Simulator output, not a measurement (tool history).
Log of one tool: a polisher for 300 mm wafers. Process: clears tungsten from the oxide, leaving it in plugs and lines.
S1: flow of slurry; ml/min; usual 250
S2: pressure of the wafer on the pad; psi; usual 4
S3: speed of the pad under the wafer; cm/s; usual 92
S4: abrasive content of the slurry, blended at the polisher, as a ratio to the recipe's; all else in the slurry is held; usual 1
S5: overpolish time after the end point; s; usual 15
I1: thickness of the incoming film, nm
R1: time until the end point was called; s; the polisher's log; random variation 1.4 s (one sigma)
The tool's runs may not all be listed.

{"run": 1, "hour": 0.0, "S1": 250, "S2": 4, "S3": 92, "S4": 1, "S5": 15, "I1": 383.7, "R1": 63}
{"hour": 35.9, "done": "slurry tank refilled with fresh slurry and peroxide"}
{"hour": 74.7, "done": "slurry nozzle cleaned"}
{"hour": 76.6, "done": "head pressure recalibrated"}
{"run": 2, "hour": 81.0, "S1": 250, "S2": 4, "S3": 92, "S4": 1, "S5": 15, "I1": 373.5, "R1": 70.2}
{"hour": 103.3, "done": "slurry blender recalibrated"}
{"run": 3, "hour": 153.7, "S1": 250, "S2": 4, "S3": 92, "S4": 0.85, "S5": 15, "I1": 375.8, "R1": 72.2}
{"hour": 258.6, "done": "worn pad replaced by a new one"}
{"run": 4, "hour": 260.7, "S1": 250, "S2": 4, "S3": 92, "S4": 0.85, "S5": 15, "I1": 382.6, "R1": 77.6}
{"run": 5, "hour": 301.0, "S1": 250, "S2": 4, "S3": 112, "S4": 1, "S5": 15, "I1": 374.1, "R1": 57.7}
{"hour": 328.2, "done": "slurry tank refilled with fresh slurry and peroxide"}
{"run": 6, "hour": 403.0, "S1": 250, "S2": 4, "S3": 112, "S4": 1, "S5": 15, "I1": 375, "R1": 56.6}
{"hour": 449.9, "done": "slurry nozzle cleaned"}
{"run": 7, "hour": 455.3, "S1": 250, "S2": 4, "S3": 102, "S4": 1, "S5": 15, "I1": 373.3, "R1": 61.9}
{"hour": 480.1, "done": "slurry blender recalibrated"}
{"run": 8, "hour": 517.0, "S1": 250, "S2": 4, "S3": 92, "S4": 1, "S5": 15, "I1": 380, "R1": 72.2}
{"hour": 559.5, "done": "worn pad replaced by a new one"}
{"run": 9, "hour": 575.0, "S1": 250, "S2": 4, "S3": 92, "S4": 1, "S5": 15, "I1": 375.1, "R1": 68.4}
{"hour": 670.5, "done": "slurry tank refilled with fresh slurry and peroxide"}
{"run": 10, "hour": 671.9, "S1": 250, "S2": 4, "S3": 92, "S4": 1, "S5": 15, "I1": 385.9, "R1": 70}
{"run": 11, "hour": 746.6, "S1": 250, "S2": 4, "S3": 92, "S4": 1, "S5": 15, "I1": 373.7, "R1": 63.9}
{"hour": 802.6, "done": "slurry blender recalibrated"}
{"run": 12, "hour": 815.6, "S1": 250, "S2": 4, "S3": 92, "S4": 1, "S5": 15, "I1": 383.2, "R1": 68}
{"hour": 856.1, "done": "slurry nozzle cleaned"}
{"run": 13, "hour": 875.4, "S1": 250, "S2": 4, "S3": 82, "S4": 1, "S5": 15, "I1": 377.9, "R1": 71.4}
{"hour": 920.8, "done": "worn pad replaced by a new one"}
{"run": 14, "hour": 948.4, "S1": 250, "S2": 3.4, "S3": 92, "S4": 0.7, "S5": 15, "I1": 384.5, "R1": 91.1}

The next listed run, before its measurement:
{"hour": 996.2, "done": "slurry tank refilled with fresh slurry and peroxide"}
{"run": 15, "hour": 997.3, "S1": 250, "S2": 3.4, "S3": 92, "S4": 1, "S5": 21, "I1": 376.3, "R1": "?"}

{"run 15": {"R1": 75.1}}
Without the tool's hidden state the same run would have given R1 83.4 s.

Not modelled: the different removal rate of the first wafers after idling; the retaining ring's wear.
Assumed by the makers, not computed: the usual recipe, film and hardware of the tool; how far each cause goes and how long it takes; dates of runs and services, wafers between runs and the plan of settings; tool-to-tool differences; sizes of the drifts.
